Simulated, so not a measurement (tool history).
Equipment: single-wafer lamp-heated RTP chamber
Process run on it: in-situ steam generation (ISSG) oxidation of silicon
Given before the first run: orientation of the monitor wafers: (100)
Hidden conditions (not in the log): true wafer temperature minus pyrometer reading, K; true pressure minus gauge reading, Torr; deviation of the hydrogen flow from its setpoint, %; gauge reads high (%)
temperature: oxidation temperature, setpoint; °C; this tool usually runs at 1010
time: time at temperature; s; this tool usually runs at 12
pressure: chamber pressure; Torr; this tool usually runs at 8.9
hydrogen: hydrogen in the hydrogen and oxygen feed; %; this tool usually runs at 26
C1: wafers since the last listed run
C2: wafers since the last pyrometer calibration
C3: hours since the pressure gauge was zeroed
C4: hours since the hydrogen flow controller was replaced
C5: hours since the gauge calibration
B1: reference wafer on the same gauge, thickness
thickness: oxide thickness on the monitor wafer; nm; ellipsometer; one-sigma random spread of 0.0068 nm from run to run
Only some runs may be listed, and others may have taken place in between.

run 1 hour=0 | temperature=1010 time=12 pressure=8.9 hydrogen=32 | C1=0 C2=6772 C3=2185.2 C4=2975.3 C5=443.7 | B1=4.472 | thickness=4.869
run 2 hour=12.1 | temperature=1010 time=12 pressure=8.9 hydrogen=22 | C1=81 C2=6853 C3=2197.3 C4=2987.4 C5=455.8 | B1=4.472 | thickness=4.409
run 3 hour=43.5 | temperature=1010 time=12 pressure=8.9 hydrogen=22 | C1=210 C2=7063 C3=2228.7 C4=3018.8 C5=487.2 | B1=4.472 | thickness=4.429
run 4 hour=66 | temperature=1010 time=12 pressure=8.9 hydrogen=22 | C1=150 C2=7214 C3=2251.2 C4=3041.3 C5=509.7 | B1=4.466 | thickness=4.422
run 5 hour=92 | temperature=1010 time=12 pressure=7.8 hydrogen=26 | C1=174 C2=7388 C3=2277.2 C4=3067.3 C5=535.7 | B1=4.47 | thickness=4.651
run 6 hour=111.4 | temperature=1010 time=9 pressure=8.9 hydrogen=26 | C1=129 C2=7518 C3=2296.6 C4=3086.7 C5=555.1 | B1=4.469 | thickness=4.063
run 7 hour=124.2 | temperature=1010 time=9 pressure=8.9 hydrogen=26 | C1=85 C2=7604 C3=2309.4 C4=3099.5 C5=567.9 | B1=4.469 | thickness=4.069
run 8 hour=154.6 | temperature=1010 time=12 pressure=9.8 hydrogen=26 | C1=203 C2=7807 C3=2339.8 C4=3129.9 C5=598.3 | B1=4.47 | thickness=4.538
-- hour=195 pyrometer window cleaned and pyrometer calibrated
run 9 hour=195.5 | temperature=1010 time=12 pressure=8.9 hydrogen=26 | C1=220 C2=3 C3=2380.7 C4=3170.8 C5=639.2 | B1=4.471 | thickness=4.515
run 10 hour=211 | temperature=1010 time=12 pressure=8.9 hydrogen=26 | C1=103 C2=106 C3=2396.2 C4=3186.3 C5=654.7 | B1=4.47 | thickness=4.522
run 11 hour=246.4 | temperature=1010 time=12 pressure=8.9 hydrogen=26 | C1=237 C2=343 C3=2431.6 C4=3221.7 C5=690.1 | B1=4.469 | thickness=4.528
-- hour=264 gauge calibrated
run 12 hour=267.3 | temperature=1010 time=11 pressure=8.9 hydrogen=26 | C1=139 C2=483 C3=2452.5 C4=3242.6 C5=3.3 | B1=4.468 | thickness=4.358
run 13 hour=283.3 | temperature=1001 time=7 pressure=9.4 hydrogen=32 | C1=107 C2=591 C3=2468.5 C4=3258.6 C5=19.3 | B1=4.468 | thickness=3.681
run 14 hour=308.4 | temperature=1002 time=11 pressure=8 hydrogen=26 | C1=168 C2=759 C3=2493.6 C4=3283.7 C5=44.4 | B1=4.469 | thickness=4.281
run 15 hour=343.4 | temperature=1010 time=12 pressure=9.7 hydrogen=32 | C1=234 C2=993 C3=2528.6 C4=3318.7 C5=79.4 | B1=4.47 | thickness=4.694

Run 16 comes next. What will it give?
run 16 hour=365.3 | temperature=1024 time=12 pressure=8.9 hydrogen=26 | C1=146 C2=1140 C3=2550.5 C4=3340.6 C5=101.3 | B1=? | thickness=?

{"run 16": {"B1": 4.471, "thickness": 4.778}}
Without the tool's hidden state the same run would have given thickness 4.755 nm.

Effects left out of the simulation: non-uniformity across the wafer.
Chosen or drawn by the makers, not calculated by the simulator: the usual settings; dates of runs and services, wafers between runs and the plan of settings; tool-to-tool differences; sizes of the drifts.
